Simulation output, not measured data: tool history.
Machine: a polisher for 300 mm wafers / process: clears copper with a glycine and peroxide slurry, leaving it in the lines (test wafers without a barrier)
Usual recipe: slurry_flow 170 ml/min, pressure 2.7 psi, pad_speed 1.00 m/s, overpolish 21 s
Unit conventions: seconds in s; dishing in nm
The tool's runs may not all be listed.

| run | day | slurry_flow | pressure | pad_speed | overpolish | incoming thickness of the incoming film, nm | seconds | dishing |
|---|---|---|---|---|---|---|---|---|
| 1 | 0.000 | 170 | 2.7 | 1.00 | 21 | 578.4 | 153.1 | 60.6 |
|  | 1.225 | worn pad replaced by a new one |
| 2 | 1.275 | 170 | 2.7 | 1.20 | 21 | 579.8 | 121.9 | 69.3 |
| 3 | 2.833 | 170 | 2.7 | 1.20 | 21 | 574.2 | 119.2 | 69.5 |
| 4 | 4.412 | 170 | 2.7 | 1.00 | 21 | 577.2 | 142.3 | 64.5 |
| 5 | 6.758 | 170 | 2.7 | 1.00 | 21 | 574.4 | 140.3 | 63.6 |
| 6 | 8.821 | 170 | 2.7 | 1.00 | 26 | 579.8 | 146.3 | 74.7 |
|  | 9.512 | head pressure recalibrated |
|  | 11.054 | worn pad replaced by a new one |
| 7 | 11.279 | 170 | 2.7 | 1.00 | 26 | 573.0 | 130.2 | 75.8 |
| 8 | 12.742 | 170 | 2.7 | 1.00 | 21 | 570.5 | 131.0 | 64.8 |
| 9 | 15.138 | 170 | 2.7 | 1.00 | 21 | 566.5 | 131.6 | 67.3 |
| 10 | 16.379 | 170 | 2.7 | 1.00 | 21 | 574.3 | 132.8 | 64.5 |
| 11 | 17.721 | 170 | 2.7 | 1.00 | 21 | 565.3 | 135.7 | 65.0 |
| 12 | 18.933 | 170 | 2.7 | 1.00 | 21 | 583.9 | 147.0 | 65.3 |
| 13 | 20.329 | 170 | 2.2 | 0.72 | 28 | 564.6 | 201.9 | 56.0 |
| 14 | 21.817 | 170 | 2.2 | 0.72 | 28 | 578.4 | 218.3 | 56.6 |
| 15 | 23.279 | 140 | 2.7 | 1.00 | 28 | 579.6 | 161.9 | 71.8 |
|  | 23.354 | slurry nozzle cleaned |
|  | 24.188 | head pressure recalibrated |
|  | 24.204 | worn pad replaced by a new one |
| 16 | 24.588 | 150 | 2.4 | 1.22 | 21 | 575.4 | 127.7 | 69.6 |
| 17 | 26.679 | 200 | 2.7 | 1.00 | 21 | 568.3 | 129.3 | 66.7 |
| 18 | 27.908 | 170 | 3.0 | 1.32 | 9 | 570.0 | 100.2 | 38.7 |
| 19 | 30.642 | 170 | 2.7 | 1.00 | 21 | 575.3 | 141.4 | 62.2 |
|  | 34.700 | worn pad replaced by a new one |
| 20 | 36.567 | 140 | 2.7 | 1.14 | 8 | 572.1 | 129.9 | 27.7 |
|  | 36.762 | head pressure recalibrated |
| 21 | 39.112 | 170 | 2.7 | 0.72 | 11 | 567.2 | 160.5 | 31.0 |
| 22 | 41.217 | 170 | 2.7 | 1.00 | 21 | 571.3 | 137.0 | 62.5 |
| 23 | 43.929 | 205 | 3.2 | 0.70 | 15 | 582.3 | 162.1 | 44.6 |
| 24 | 45.629 | 170 | 2.7 | 1.00 | 10 | 579.9 | 155.1 | 31.2 |

What if the next run were any one of these 4? Each begins from the tool's condition after run 24:
| A | 45.650 | 170 | 2.7 | 0.86 | 21 | 573.0 | ? | ? |
| B | 45.650 | 170 | 2.7 | 1.28 | 21 | 573.0 | ? | ? |
| C | 45.650 | 170 | 2.7 | 1.00 | 14 | 573.0 | ? | ? |
| D | 45.650 | 170 | 3.2 | 0.82 | 21 | 573.0 | ? | ? |

| run | seconds | dishing |
|---|---|---|
| A | 169.3 | 54.2 |
| B | 130.7 | 67.0 |
| C | 154.1 | 41.0 |
| D | 152.2 | 59.9 |
Had the tool no hidden state, the same runs would have come out as:
| run | seconds | dishing |
|---|---|---|
| A | 140.7 | 63.7 |
| B | 108.2 | 78.5 |
| C | 127.9 | 48.6 |
| D | 126.3 | 70.4 |
